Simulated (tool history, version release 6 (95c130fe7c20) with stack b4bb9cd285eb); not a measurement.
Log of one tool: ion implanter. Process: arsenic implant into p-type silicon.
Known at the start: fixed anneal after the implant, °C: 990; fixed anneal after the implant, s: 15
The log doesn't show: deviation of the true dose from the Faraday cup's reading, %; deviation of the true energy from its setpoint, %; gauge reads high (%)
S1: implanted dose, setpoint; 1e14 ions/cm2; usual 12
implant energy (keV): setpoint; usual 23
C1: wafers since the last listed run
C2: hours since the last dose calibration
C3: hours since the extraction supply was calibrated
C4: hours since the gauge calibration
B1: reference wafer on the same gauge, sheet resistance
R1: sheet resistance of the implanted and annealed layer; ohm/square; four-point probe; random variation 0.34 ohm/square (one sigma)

Run 1, day 0: usual settings; C1 0; C2 479.8; C3 4706.5; C4 72; B1 116.2. Result: R1 113.28 ohm/square.
Run 2, day 1.183: usual settings; C1 966; C2 508.2; C3 4734.9; C4 100.4; B1 115.91. Result: R1 112.98 ohm/square.
Run 3, day 2.529: usual settings; C1 1099; C2 540.5; C3 4767.2; C4 132.7; B1 116.01. Result: R1 112.31 ohm/square.
Run 4, day 5.283: usual settings; C1 2249; C2 606.6; C3 4833.3; C4 198.8; B1 116.04. Result: R1 112.89 ohm/square.
Run 5, day 6.317: usual settings but implant energy (keV) 19; C1 844; C2 631.4; C3 4858.1; C4 223.6; B1 116. Result: R1 121.34 ohm/square.
Run 6, day 9.212: usual settings; C1 2365; C2 700.9; C3 4927.6; C4 293.1; B1 116.11. Result: R1 112.69 ohm/square.
Run 7, day 10.562: usual settings; C1 1102; C2 733.3; C3 4960; C4 325.5; B1 115.98. Result: R1 112.55 ohm/square.
Run 8, day 12.9: usual settings; C1 1909; C2 789.4; C3 5016.1; C4 381.6; B1 115.91. Result: R1 112.43 ohm/square.
Run 9, day 13.975: usual settings; C1 878; C2 815.2; C3 5041.9; C4 407.4; B1 116.03. Result: R1 111.84 ohm/square.
Run 10, day 15.225: usual settings; C1 1021; C2 845.2; C3 5071.9; C4 437.4; B1 115.96. Result: R1 113 ohm/square.
Run 11, day 16.283: usual settings but S1 10.07 1e14 ions/cm2, implant energy (keV) 30.5; C1 864; C2 870.6; C3 5097.3; C4 462.8; B1 115.87. Result: R1 109.69 ohm/square.
At day 19.108: Faraday cup replaced and dose calibrated.
Run 12, day 19.129: usual settings but S1 14.48 1e14 ions/cm2, implant energy (keV) 25.5; C1 2052; C2 0.5; C3 5165.6; C4 531.1; B1 116. Result: R1 100.33 ohm/square.

The next listed run, before its measurement:
At day 19.717: extraction supply calibrated.
At day 20.912: gauge calibrated.
Run 13, day 21.183: usual settings; C1 1405; C2 49.8; C3 35.2; C4 6.5; B1 ?. Result: R1 ?.

{"run 13": {"B1": 115.96, "R1": 111.35}}
Without the tool's hidden state the same run would have given R1 113.84 ohm/square.
